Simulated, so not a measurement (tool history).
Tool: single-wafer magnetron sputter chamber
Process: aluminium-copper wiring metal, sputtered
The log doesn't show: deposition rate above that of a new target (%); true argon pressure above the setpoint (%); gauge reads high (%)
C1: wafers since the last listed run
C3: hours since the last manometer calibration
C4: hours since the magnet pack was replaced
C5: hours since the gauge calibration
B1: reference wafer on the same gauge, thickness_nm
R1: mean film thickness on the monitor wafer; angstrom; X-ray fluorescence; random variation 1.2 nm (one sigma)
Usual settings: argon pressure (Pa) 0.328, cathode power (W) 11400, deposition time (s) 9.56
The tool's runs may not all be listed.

{"run": 1, "hour": 0.0, "argon pressure (Pa)": 0.238, "cathode power (W)": 11400, "deposition time (s)": 9.56, "C1": 0, "wafers on the sputter target": 1222, "C3": 1496.3, "C4": 9404.8, "C5": 161.1, "B1": 173.011, "R1": 2214.58}
{"run": 2, "hour": 6.5, "argon pressure (Pa)": 0.238, "cathode power (W)": 11400, "deposition time (s)": 9.56, "C1": 290, "wafers on the sputter target": 1512, "C3": 1502.8, "C4": 9411.3, "C5": 167.6, "B1": 172.979, "R1": 2178.59}
{"run": 3, "hour": 46.0, "argon pressure (Pa)": 0.238, "cathode power (W)": 11400, "deposition time (s)": 9.56, "C1": 1764, "wafers on the sputter target": 3277, "C3": 1542.3, "C4": 9450.8, "C5": 207.1, "B1": 172.874, "R1": 2176.26}
{"run": 4, "hour": 62.7, "argon pressure (Pa)": 0.287, "cathode power (W)": 11400, "deposition time (s)": 9.56, "C1": 746, "wafers on the sputter target": 4023, "C3": 1559.0, "C4": 9467.5, "C5": 223.8, "B1": 173.451, "R1": 2106.19}
{"run": 5, "hour": 74.3, "argon pressure (Pa)": 0.328, "cathode power (W)": 11400, "deposition time (s)": 9.56, "C1": 518, "wafers on the sputter target": 4542, "C3": 1570.6, "C4": 9479.1, "C5": 235.4, "B1": 172.631, "R1": 2038.24}
{"run": 6, "hour": 85.1, "argon pressure (Pa)": 0.328, "cathode power (W)": 11400, "deposition time (s)": 9.56, "C1": 482, "wafers on the sputter target": 5024, "C3": 1581.4, "C4": 9489.9, "C5": 246.2, "B1": 173.002, "R1": 2009.84}
{"hour": 91.3, "done": "gauge calibrated"}
{"hour": 95.7, "done": "magnet pack replaced"}
{"run": 7, "hour": 97.7, "argon pressure (Pa)": 0.328, "cathode power (W)": 11400, "deposition time (s)": 9.56, "C1": 205, "wafers on the sputter target": 5230, "C3": 1594.0, "C4": 2.0, "C5": 6.4, "B1": 172.933, "R1": 1975.14}
{"run": 8, "hour": 111.4, "argon pressure (Pa)": 0.278, "cathode power (W)": 13150, "deposition time (s)": 9.56, "C1": 612, "wafers on the sputter target": 5842, "C3": 1607.7, "C4": 15.7, "C5": 20.1, "B1": 173.199, "R1": 2275.25}
{"run": 9, "hour": 121.4, "argon pressure (Pa)": 0.328, "cathode power (W)": 11400, "deposition time (s)": 9.56, "C1": 446, "wafers on the sputter target": 6289, "C3": 1617.7, "C4": 25.7, "C5": 30.1, "B1": 173.026, "R1": 1982.07}
{"hour": 140.9, "done": "sputter target and shields replaced"}
{"run": 10, "hour": 141.4, "argon pressure (Pa)": 0.44, "cathode power (W)": 9250, "deposition time (s)": 10.65, "C1": 536, "wafers on the sputter target": 23, "C3": 1637.7, "C4": 45.7, "C5": 50.1, "B1": 172.931, "R1": 1654.64}
{"run": 11, "hour": 144.5, "argon pressure (Pa)": 0.271, "cathode power (W)": 11400, "deposition time (s)": 10.71, "C1": 138, "wafers on the sputter target": 161, "C3": 1640.8, "C4": 48.8, "C5": 53.2, "B1": 173.488, "R1": 2155.54}

Forecast run 12:
{"run": 12, "hour": 155.7, "argon pressure (Pa)": 0.43, "cathode power (W)": 12250, "deposition time (s)": 10.57, "C1": 500, "wafers on the sputter target": 662, "C3": 1652.0, "C4": 60.0, "C5": 64.4, "B1": "?", "R1": "?"}

{"run 12": {"B1": 172.791, "R1": 1991.99}}
Without the tool's hidden state the same run would have given R1 2258.79 angstrom.

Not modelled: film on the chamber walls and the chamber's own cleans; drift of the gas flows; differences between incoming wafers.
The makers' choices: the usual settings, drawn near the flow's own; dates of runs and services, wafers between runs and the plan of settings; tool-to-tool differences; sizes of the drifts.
